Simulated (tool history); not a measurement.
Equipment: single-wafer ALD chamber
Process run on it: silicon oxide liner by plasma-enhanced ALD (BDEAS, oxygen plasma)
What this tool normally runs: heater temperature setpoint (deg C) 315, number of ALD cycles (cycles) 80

| run | hour | heater temperature setpoint (deg C) | number of ALD cycles (cycles) | wafers since the last listed run | hours since the last thermocouple change | hours since the gauge calibration | read-back reference wafer on the same gauge, thickness_nm | mean film thickness on the monitor wafer (Å) |
|---|---|---|---|---|---|---|---|---|
| 1 | 0 | 315 | 80 | 0 | 1496.3 | 277.5 | 5.852 | 72.24 |
| 2 | 75.2 | 315 | 80 | 387 | 1571.5 | 352.7 | 5.846 | 72.05 |
| 3 | 161.1 | 311 | 80 | 442 | 1657.4 | 438.6 | 5.845 | 72.51 |
| 4 | 216.5 | 311 | 80 | 285 | 1712.8 | 494 | 5.853 | 72.69 |
| 5 | 300.7 | 315 | 80 | 433 | 1797 | 578.2 | 5.848 | 71.93 |
| 6 | 400.6 | 324 | 87 | 514 | 1896.9 | 678.1 | 5.855 | 76.89 |
| 7 | 472.8 | 324 | 87 | 371 | 1969.1 | 750.3 | 5.857 | 77.14 |
| 8 | 548.1 | 315 | 80 | 387 | 2044.4 | 825.6 | 5.854 | 71.97 |
| 9 | 637.8 | 315 | 80 | 461 | 2134.1 | 915.3 | 5.85 | 71.88 |
| 10 | 706.5 | 315 | 80 | 353 | 2202.8 | 984 | 5.844 | 72.03 |
| 11 | 791.7 | 315 | 80 | 438 | 2288 | 1069.2 | 5.846 | 71.94 |
| 12 | 863.1 | 315 | 80 | 367 | 2359.4 | 1140.6 | 5.847 | 72.02 |
| 13 | 962 | 315 | 80 | 509 | 2458.3 | 1239.5 | 5.848 | 72.32 |
| 14 | 1200.5 | 315 | 80 | 1227 | 2696.8 | 1478 | 5.854 | 72.33 |
|  | 1287.3 | thermocouple changed; heater temperature recalibrated |
|  | 1361.1 | gauge calibrated |
| 15 | 1390.1 | 315 | 80 | 935 | 102.8 | 29 | 5.851 | 72.91 |
| 16 | 1434.2 | 304 | 91 | 227 | 146.9 | 73.1 | 5.851 | 84.03 |
| 17 | 1504.1 | 315 | 80 | 359 | 216.8 | 143 | 5.845 | 72.59 |
| 18 | 1592.5 | 324 | 88 | 455 | 305.2 | 231.4 | 5.848 | 78.9 |
| 19 | 1634.2 | 301 | 80 | 214 | 346.9 | 273.1 | 5.848 | 74.39 |
| 20 | 1703.3 | 315 | 80 | 355 | 416 | 342.2 | 5.852 | 72.09 |
| 21 | 1797.8 | 315 | 80 | 486 | 510.5 | 436.7 | 5.853 | 72.34 |
| 22 | 1896.3 | 315 | 80 | 507 | 609 | 535.2 | 5.85 | 72.38 |
| 23 | 1939.5 | 315 | 80 | 222 | 652.2 | 578.4 | 5.852 | 72.31 |
| 24 | 2043.9 | 306 | 95 | 537 | 756.6 | 682.8 | 5.852 | 86.65 |
| 25 | 2213.5 | 315 | 80 | 873 | 926.2 | 852.4 | 5.848 | 72.43 |
| 26 | 2282.6 | 315 | 88 | 355 | 995.3 | 921.5 | 5.851 | 79.64 |
| 27 | 2324.2 | 315 | 80 | 214 | 1036.9 | 963.1 | 5.848 | 72.41 |
| 28 | 2384 | 322 | 65 | 307 | 1096.7 | 1022.9 | 5.849 | 58.15 |
| 29 | 2484.2 | 315 | 92 | 515 | 1196.9 | 1123.1 | 5.85 | 83.37 |
| 30 | 2562.2 | 315 | 71 | 401 | 1274.9 | 1201.1 | 5.848 | 64.06 |
| 31 | 2685.9 | 315 | 65 | 636 | 1398.6 | 1324.8 | 5.846 | 58.65 |
| 32 | 2779.8 | 319 | 70 | 483 | 1492.5 | 1418.7 | 5.85 | 62.54 |

For each run, the measured value with the value that run would have given without the tool's hidden condition subtracted. The run-to-run variation is shared by both, the gauge scatter possibly not:
Hidden state present: wafer temperature above the value expected at the setpoint (K); gauge reads high (%).
| run | mean film thickness on the monitor wafer (Å) |
|---|---|
| 1 | -0.59 |
| 2 | -0.6 |
| 3 | -0.61 |
| 4 | -0.62 |
| 5 | -0.62 |
| 6 | -0.69 |
| 7 | -0.7 |
| 8 | -0.64 |
| 9 | -0.66 |
| 10 | -0.66 |
| 11 | -0.67 |
| 12 | -0.67 |
| 13 | -0.68 |
| 14 | -0.69 |
| 15 | -0.02 |
| 16 | -0.06 |
| 17 | -0.11 |
| 18 | -0.17 |
| 19 | -0.35 |
| 20 | -0.22 |
| 21 | -0.26 |
| 22 | -0.31 |
| 23 | -0.33 |
| 24 | -0.43 |
| 25 | -0.43 |
| 26 | -0.5 |
| 27 | -0.46 |
| 28 | -0.39 |
| 29 | -0.57 |
| 30 | -0.45 |
| 31 | -0.43 |
| 32 | -0.48 |
